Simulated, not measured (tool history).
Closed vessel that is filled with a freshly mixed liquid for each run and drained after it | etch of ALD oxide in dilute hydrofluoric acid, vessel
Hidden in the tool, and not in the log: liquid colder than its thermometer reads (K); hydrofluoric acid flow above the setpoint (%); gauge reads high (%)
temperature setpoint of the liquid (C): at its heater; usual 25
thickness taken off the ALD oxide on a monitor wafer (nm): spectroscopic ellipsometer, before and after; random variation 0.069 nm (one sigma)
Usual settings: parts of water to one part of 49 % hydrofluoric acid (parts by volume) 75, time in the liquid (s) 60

run	hour	temperature setpoint of the liquid (C)	parts of water to one part of 49 % hydrofluoric acid (parts by volume)	time in the liquid (s)	wafers since the last listed run	hours since the thermometer was replaced	hours since the hydrofluoric acid flow meter was replaced	hours since the gauge calibration	read-back film thickness of the ALD oxide reference wafer, read on the same gauge (nm)	thickness taken off the ALD oxide on a monitor wafer (nm)
1	0	25	75	60	0	2435.1	1077.9	804.9	50	7.54
2	48.6	28	75	70	5413	2483.7	1126.5	853.5	50.01	10.05
3	150.9	28	75	70	11394	2586	1228.8	955.8	50	9.95
4	257.4	28	75	70	11862	2692.5	1335.3	1062.3	50	9.92
5	523.6	25	105	60	29650	2958.7	1601.5	1328.5	50.03	5.12
# hour 559.3: hydrofluoric acid flow meter replaced
6	610.8	25	105	60	9601	3045.9	51.5	1415.7	50.02	5.13
# hour 657.5: thermometer replaced
7	666.2	22.5	75	60	6059	8.7	106.9	1471.1	50	7.69
8	729.8	25	75	60	7083	72.3	170.5	1534.7	50	8.43
9	828.9	25	75	60	11038	171.4	269.6	1633.8	50.02	8.24
10	923.8	25	75	60	10570	266.3	364.5	1728.7	50.03	8.36
# hour 951: gauge calibrated
11	990.5	25	100	45	7429	333	431.2	39.5	49.99	4.52
12	1083.2	25	95	60	10325	425.7	523.9	132.2	50.02	6.41
13	1126.8	21	75	35	4856	469.3	567.5	175.8	50.02	4.11
14	1183.6	23	45	60	6326	526.1	624.3	232.6	50.02	13.08
15	1231	21	105	30	5279	573.5	671.7	280	49.97	2.41
16	1274.3	25	75	60	4822	616.8	715	323.3	49.99	8.24

Run 17 comes next. What will it give?
17	1368.2	28.5	40	60	10458	710.7	808.9	417.2	?	?

read-back film thickness of the ALD oxide reference wafer, read on the same gauge (nm): 49.97
thickness taken off the ALD oxide on a monitor wafer (nm): 18.38
Without the tool's hidden state the same run would have given thickness taken off the ALD oxide on a monitor wafer (nm) 18.86.
